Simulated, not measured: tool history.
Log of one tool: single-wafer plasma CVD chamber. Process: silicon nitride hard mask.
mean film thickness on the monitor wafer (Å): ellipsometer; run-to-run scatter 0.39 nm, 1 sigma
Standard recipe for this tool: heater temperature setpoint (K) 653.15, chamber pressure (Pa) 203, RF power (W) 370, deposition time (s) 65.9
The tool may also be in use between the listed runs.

| run | hour | heater temperature setpoint (K) | chamber pressure (Pa) | RF power (W) | deposition time (s) | wafers since the last listed run | hours since the last thermocouple change | hours since the last RF generator calibration | hours since the last manometer calibration | hours since the showerhead was replaced | hours since the gauge calibration | read-back reference wafer on the same gauge, thickness_nm | mean film thickness on the monitor wafer (Å) |
|---|---|---|---|---|---|---|---|---|---|---|---|---|---|
| 1 | 0.0 | 653.15 | 180 | 370 | 65.9 | 0 | 926.1 | 533.9 | 557.8 | 6598.7 | 637.6 | 86.232 | 762.83 |
| 2 | 39.9 | 653.15 | 180 | 370 | 65.9 | 435 | 966.0 | 573.8 | 597.7 | 6638.6 | 677.5 | 86.181 | 767.62 |
| 3 | 101.1 | 653.15 | 180 | 370 | 65.9 | 667 | 1027.2 | 635.0 | 658.9 | 6699.8 | 738.7 | 86.256 | 756.99 |
| 4 | 167.9 | 653.15 | 203 | 370 | 75.5 | 729 | 1094.0 | 701.8 | 725.7 | 6766.6 | 805.5 | 86.394 | 917.06 |
| 5 | 197.0 | 653.15 | 203 | 370 | 75.5 | 317 | 1123.1 | 730.9 | 754.8 | 6795.7 | 834.6 | 86.233 | 921.33 |
| 6 | 225.6 | 653.15 | 203 | 370 | 65.9 | 312 | 1151.7 | 759.5 | 783.4 | 6824.3 | 863.2 | 86.200 | 805.10 |
| 7 | 255.7 | 653.15 | 203 | 370 | 59.5 | 328 | 1181.8 | 789.6 | 813.5 | 6854.4 | 893.3 | 86.384 | 734.22 |
| 8 | 319.8 | 653.15 | 203 | 370 | 59.5 | 699 | 1245.9 | 853.7 | 877.6 | 6918.5 | 957.4 | 86.264 | 730.78 |
| 9 | 438.6 | 657.15 | 203 | 420 | 65.9 | 1296 | 1364.7 | 972.5 | 996.4 | 7037.3 | 1076.2 | 86.263 | 870.88 |
| 10 | 482.8 | 657.15 | 203 | 370 | 65.9 | 482 | 1408.9 | 1016.7 | 1040.6 | 7081.5 | 1120.4 | 86.275 | 801.43 |
|  | 499.3 | RF generator calibrated |
|  | 537.4 | capacitance manometer re-zeroed and calibrated |
| 11 | 544.6 | 657.15 | 203 | 370 | 65.9 | 499 | 1470.7 | 45.3 | 7.2 | 7143.3 | 1182.2 | 86.400 | 798.34 |
|  | 553.4 | thermocouple changed; heater temperature recalibrated |
| 12 | 607.2 | 657.15 | 203 | 370 | 65.9 | 595 | 53.8 | 107.9 | 69.8 | 7205.9 | 1244.8 | 86.366 | 796.94 |
| 13 | 672.7 | 653.15 | 187 | 370 | 65.9 | 714 | 119.3 | 173.4 | 135.3 | 7271.4 | 1310.3 | 86.332 | 773.86 |
| 14 | 698.0 | 653.15 | 157 | 345 | 59.4 | 276 | 144.6 | 198.7 | 160.6 | 7296.7 | 1335.6 | 86.226 | 613.28 |
| 15 | 726.1 | 653.15 | 187 | 370 | 65.9 | 306 | 172.7 | 226.8 | 188.7 | 7324.8 | 1363.7 | 86.252 | 779.58 |
| 16 | 794.0 | 653.15 | 203 | 370 | 56.4 | 741 | 240.6 | 294.7 | 256.6 | 7392.7 | 1431.6 | 86.303 | 691.98 |
| 17 | 863.7 | 653.15 | 203 | 370 | 65.9 | 760 | 310.3 | 364.4 | 326.3 | 7462.4 | 1501.3 | 86.163 | 803.80 |
| 18 | 913.4 | 653.15 | 203 | 400 | 60.4 | 542 | 360.0 | 414.1 | 376.0 | 7512.1 | 1551.0 | 86.380 | 770.96 |
|  | 1038.5 | gauge calibrated |
|  | 1081.9 | showerhead replaced |
| 19 | 1101.6 | 645.15 | 203 | 370 | 69.3 | 1966 | 548.2 | 602.3 | 564.2 | 19.7 | 63.1 | 86.338 | 854.02 |
| 20 | 1222.1 | 659.15 | 219 | 440 | 74.9 | 1315 | 668.7 | 722.8 | 684.7 | 140.2 | 183.6 | 86.373 | 1039.30 |
| 21 | 1263.6 | 653.15 | 231 | 370 | 65.9 | 452 | 710.2 | 764.3 | 726.2 | 181.7 | 225.1 | 86.116 | 837.53 |
| 22 | 1300.6 | 653.15 | 203 | 370 | 65.9 | 403 | 747.2 | 801.3 | 763.2 | 218.7 | 262.1 | 86.367 | 804.82 |
| 23 | 1338.7 | 653.15 | 203 | 370 | 65.9 | 415 | 785.3 | 839.4 | 801.3 | 256.8 | 300.2 | 86.304 | 804.76 |
| 24 | 1480.2 | 653.15 | 203 | 340 | 65.9 | 1544 | 926.8 | 980.9 | 942.8 | 398.3 | 441.7 | 86.219 | 765.50 |
| 25 | 1517.7 | 653.15 | 203 | 425 | 53.7 | 409 | 964.3 | 1018.4 | 980.3 | 435.8 | 479.2 | 86.286 | 712.68 |
|  | 1559.1 | RF generator calibrated |
| 26 | 1588.0 | 653.15 | 203 | 300 | 60.2 | 679 | 1034.6 | 28.9 | 1050.6 | 506.1 | 549.5 | 86.294 | 639.60 |
|  | 1646.9 | capacitance manometer re-zeroed and calibrated |
| 27 | 1654.2 | 646.15 | 161 | 400 | 76.1 | 635 | 1100.8 | 95.1 | 7.3 | 572.3 | 615.7 | 86.247 | 881.14 |

Below are 4 alternative next runs, each starting from the tool's condition after run 27. Predict each:
| A | 1654.6 | 653.15 | 203 | 370 | 65.9 | 4 | 1101.2 | 95.5 | 7.7 | 572.7 | 616.1 | ? | ? |
| B | 1654.6 | 665.15 | 229 | 425 | 78.7 | 4 | 1101.2 | 95.5 | 7.7 | 572.7 | 616.1 | ? | ? |
| C | 1654.6 | 653.15 | 203 | 370 | 77.3 | 4 | 1101.2 | 95.5 | 7.7 | 572.7 | 616.1 | ? | ? |
| D | 1654.6 | 666.15 | 159 | 425 | 65.9 | 4 | 1101.2 | 95.5 | 7.7 | 572.7 | 616.1 | ? | ? |

| run | read-back reference wafer on the same gauge, thickness_nm | mean film thickness on the monitor wafer (Å) |
|---|---|---|
| A | 86.363 | 802.44 |
| B | 86.363 | 1088.39 |
| C | 86.363 | 941.03 |
| D | 86.363 | 774.47 |
The same runs, with their run-to-run variation unchanged, on a tool lacking any hidden condition would have given:
| run | mean film thickness on the monitor wafer (Å) |
|---|---|
| A | 802.44 |
| B | 1088.39 |
| C | 941.03 |
| D | 774.47 |
